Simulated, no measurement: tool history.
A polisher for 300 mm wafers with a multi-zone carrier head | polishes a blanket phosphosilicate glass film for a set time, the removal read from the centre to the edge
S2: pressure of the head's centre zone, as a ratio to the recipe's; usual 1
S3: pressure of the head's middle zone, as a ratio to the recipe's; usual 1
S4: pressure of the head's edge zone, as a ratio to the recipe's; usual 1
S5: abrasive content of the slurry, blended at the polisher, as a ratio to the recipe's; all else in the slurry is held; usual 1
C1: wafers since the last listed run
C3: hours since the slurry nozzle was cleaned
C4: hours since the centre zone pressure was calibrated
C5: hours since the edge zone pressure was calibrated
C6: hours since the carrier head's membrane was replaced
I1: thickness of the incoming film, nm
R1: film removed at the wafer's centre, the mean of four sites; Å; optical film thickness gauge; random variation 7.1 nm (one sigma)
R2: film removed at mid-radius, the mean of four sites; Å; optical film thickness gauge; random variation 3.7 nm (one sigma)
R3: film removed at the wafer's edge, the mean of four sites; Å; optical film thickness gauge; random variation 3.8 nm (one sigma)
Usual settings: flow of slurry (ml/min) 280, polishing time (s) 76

Run 1, hour 0: usual settings; C1 0; wafers polished on this pad 1178; C3 27; C4 447.2; C5 744.3; C6 246.2; I1 2518.5. Result: R1 6036 Å, R2 5944 Å, R3 5714 Å.
Run 2, hour 80.5: usual settings; C1 684; wafers polished on this pad 1862; C3 107.5; C4 527.7; C5 824.8; C6 326.7; I1 2513.7. Result: R1 5830 Å, R2 5822 Å, R3 5629 Å.
Run 3, hour 137.1: usual settings; C1 481; wafers polished on this pad 2344; C3 164.1; C4 584.3; C5 881.4; C6 383.3; I1 2504. Result: R1 5778 Å, R2 5718 Å, R3 5551 Å.
At hour 139.3: centre zone pressure recalibrated.
Run 4, hour 185.6: usual settings but flow of slurry (ml/min) 300, S3 1.03; C1 395; wafers polished on this pad 2739; C3 212.6; C4 46.3; C5 929.9; C6 431.8; I1 2593.8. Result: R1 5822 Å, R2 5932 Å, R3 5544 Å.
At hour 190.4: worn pad replaced by a new one, of another model than before.
Run 5, hour 239.4: usual settings but flow of slurry (ml/min) 300, S3 1.03; C1 423; wafers polished on this pad 417; C3 266.4; C4 100.1; C5 983.7; C6 485.6; I1 2527.1. Result: R1 5919 Å, R2 6006 Å, R3 5642 Å.
Run 6, hour 301.9: usual settings but flow of slurry (ml/min) 340; C1 531; wafers polished on this pad 948; C3 328.9; C4 162.6; C5 1046.2; C6 548.1; I1 2559.1. Result: R1 5921 Å, R2 5957 Å, R3 5686 Å.
Run 7, hour 335.4: usual settings but flow of slurry (ml/min) 360, S2 0.93, S4 1.11; C1 284; wafers polished on this pad 1233; C3 362.4; C4 196.1; C5 1079.7; C6 581.6; I1 2563.6. Result: R1 5485 Å, R2 5958 Å, R3 5949 Å.
At hour 347.4: carrier head's membrane replaced by a new one.
Run 8, hour 395.9: usual settings; C1 472; wafers polished on this pad 1705; C3 422.9; C4 256.6; C5 1140.2; C6 48.5; I1 2558.4. Result: R1 5939 Å, R2 5893 Å, R3 5609 Å.
Run 9, hour 448: usual settings; C1 443; wafers polished on this pad 2148; C3 475; C4 308.7; C5 1192.3; C6 100.6; I1 2574. Result: R1 5833 Å, R2 5802 Å, R3 5604 Å.
At hour 457.9: slurry nozzle cleaned.
At hour 478.4: worn pad replaced by a new one.
Run 10, hour 497.1: usual settings; C1 375; wafers polished on this pad 159; C3 39.2; C4 357.8; C5 1241.4; C6 149.7; I1 2545.1. Result: R1 5857 Å, R2 5960 Å, R3 5688 Å.
At hour 536: edge zone pressure recalibrated.
Run 11, hour 540.4: usual settings but flow of slurry (ml/min) 245, S4 1.04, S5 1.1, polishing time (s) 92; C1 351; wafers polished on this pad 510; C3 82.5; C4 401.1; C5 4.4; C6 193; I1 2586. Result: R1 7429 Å, R2 7414 Å, R3 7132 Å.
Run 12, hour 588.2: usual settings but S2 1.12; C1 406; wafers polished on this pad 917; C3 130.3; C4 448.9; C5 52.2; C6 240.8; I1 2551.4. Result: R1 6587 Å, R2 5907 Å, R3 5688 Å.
Run 13, hour 626: usual settings but S4 1.04, polishing time (s) 56; C1 321; wafers polished on this pad 1238; C3 168.1; C4 486.7; C5 90; C6 278.6; I1 2504.6. Result: R1 4396 Å, R2 4374 Å, R3 4211 Å.

The next listed run, before its measurement:
At hour 692.8: centre zone pressure recalibrated.
Run 14, hour 694.2: usual settings but flow of slurry (ml/min) 310; C1 563; wafers polished on this pad 1801; C3 236.3; C4 1.4; C5 158.2; C6 346.8; I1 2560.3. Result: R1 ?, R2 ?, R3 ?.

R1: 5829 Å
R2: 5909 Å
R3: 5649 Å
Without the tool's hidden state the same run would have given R1 5994 Å, R2 6059 Å, R3 5758 Å.
